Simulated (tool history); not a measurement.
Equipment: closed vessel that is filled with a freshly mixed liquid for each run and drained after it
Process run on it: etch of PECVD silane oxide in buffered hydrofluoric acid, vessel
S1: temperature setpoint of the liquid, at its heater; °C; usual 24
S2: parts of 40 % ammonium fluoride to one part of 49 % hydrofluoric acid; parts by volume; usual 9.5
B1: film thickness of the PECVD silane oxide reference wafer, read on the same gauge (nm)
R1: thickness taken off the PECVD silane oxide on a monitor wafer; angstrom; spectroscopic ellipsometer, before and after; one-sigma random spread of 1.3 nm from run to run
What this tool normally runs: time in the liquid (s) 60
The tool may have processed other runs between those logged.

run 1 hour=0 | S1=24 S2=9.5 time_in_the_liquid_(s)=60 | B1=109.98 | R1=1532.4
run 2 hour=15.7 | S1=24 S2=9.5 time_in_the_liquid_(s)=60 | B1=110.02 | R1=1538
run 3 hour=41.9 | S1=24 S2=9.5 time_in_the_liquid_(s)=60 | B1=110 | R1=1529.6
run 4 hour=64 | S1=24 S2=9.5 time_in_the_liquid_(s)=60 | B1=109.98 | R1=1541.5
run 5 hour=83.9 | S1=24 S2=9.5 time_in_the_liquid_(s)=60 | B1=110.02 | R1=1537.9
run 6 hour=97.7 | S1=24 S2=6.5 time_in_the_liquid_(s)=60 | B1=110 | R1=2230.3
run 7 hour=120.8 | S1=24 S2=6.5 time_in_the_liquid_(s)=60 | B1=109.98 | R1=2202.1
run 8 hour=138.1 | S1=24 S2=10.5 time_in_the_liquid_(s)=60 | B1=110 | R1=1412.1
run 9 hour=168.1 | S1=24 S2=9.5 time_in_the_liquid_(s)=60 | B1=110.01 | R1=1522.7
run 10 hour=195.2 | S1=24 S2=9.5 time_in_the_liquid_(s)=60 | B1=109.99 | R1=1539.1
run 11 hour=221.6 | S1=24 S2=9.5 time_in_the_liquid_(s)=60 | B1=110 | R1=1530.2
-- hour=228.3 hydrofluoric acid flow meter replaced
-- hour=229.9 gauge calibrated
run 12 hour=234.5 | S1=24 S2=9.5 time_in_the_liquid_(s)=60 | B1=109.99 | R1=1537.1
run 13 hour=258.7 | S1=24 S2=9.5 time_in_the_liquid_(s)=60 | B1=109.99 | R1=1531.5
run 14 hour=293 | S1=24 S2=9.5 time_in_the_liquid_(s)=60 | B1=110.01 | R1=1518.7
run 15 hour=323.2 | S1=25 S2=9.5 time_in_the_liquid_(s)=60 | B1=110.01 | R1=1625.3
run 16 hour=337.6 | S1=24 S2=9.5 time_in_the_liquid_(s)=80 | B1=109.99 | R1=2042.2
run 17 hour=362 | S1=24 S2=9.5 time_in_the_liquid_(s)=60 | B1=110.01 | R1=1526.8
run 18 hour=389.6 | S1=24 S2=9.5 time_in_the_liquid_(s)=60 | B1=110.03 | R1=1540
-- hour=422.5 thermometer replaced
run 19 hour=425.3 | S1=24 S2=13 time_in_the_liquid_(s)=95 | B1=110 | R1=1814.3
run 20 hour=444.1 | S1=27 S2=9.5 time_in_the_liquid_(s)=45 | B1=110 | R1=1330.2
run 21 hour=476.7 | S1=27 S2=9.5 time_in_the_liquid_(s)=80 | B1=110.02 | R1=2421.2
run 22 hour=505.5 | S1=19 S2=9.5 time_in_the_liquid_(s)=35 | B1=110 | R1=666.6
run 23 hour=538.8 | S1=26 S2=6 time_in_the_liquid_(s)=45 | B1=110.01 | R1=1980
run 24 hour=562.1 | S1=24 S2=9.5 time_in_the_liquid_(s)=60 | B1=110 | R1=1530.3
run 25 hour=582.2 | S1=26 S2=6.5 time_in_the_liquid_(s)=95 | B1=109.99 | R1=3934.8
run 26 hour=616.3 | S1=27 S2=7.5 time_in_the_liquid_(s)=60 | B1=109.97 | R1=2316.3
run 27 hour=640.6 | S1=28 S2=9.5 time_in_the_liquid_(s)=75 | B1=110.01 | R1=2383.7
run 28 hour=668.4 | S1=25.5 S2=9.5 time_in_the_liquid_(s)=85 | B1=110 | R1=2341.7
-- hour=680.9 gauge calibrated
run 29 hour=701 | S1=22.5 S2=13 time_in_the_liquid_(s)=60 | B1=109.99 | R1=1058.1
run 30 hour=713.5 | S1=24 S2=9.5 time_in_the_liquid_(s)=60 | B1=110.03 | R1=1551.3
run 31 hour=728.5 | S1=24 S2=9.5 time_in_the_liquid_(s)=60 | B1=110.01 | R1=1529
run 32 hour=763.9 | S1=24 S2=8 time_in_the_liquid_(s)=60 | B1=110.02 | R1=1779.6

Run-by-run hidden state of the tool:
liquid hotter than its thermometer reads (K): 0 on each run
hydrofluoric acid flow below the setpoint (%): 0 on each run
gauge reads high (%): 0 on each run
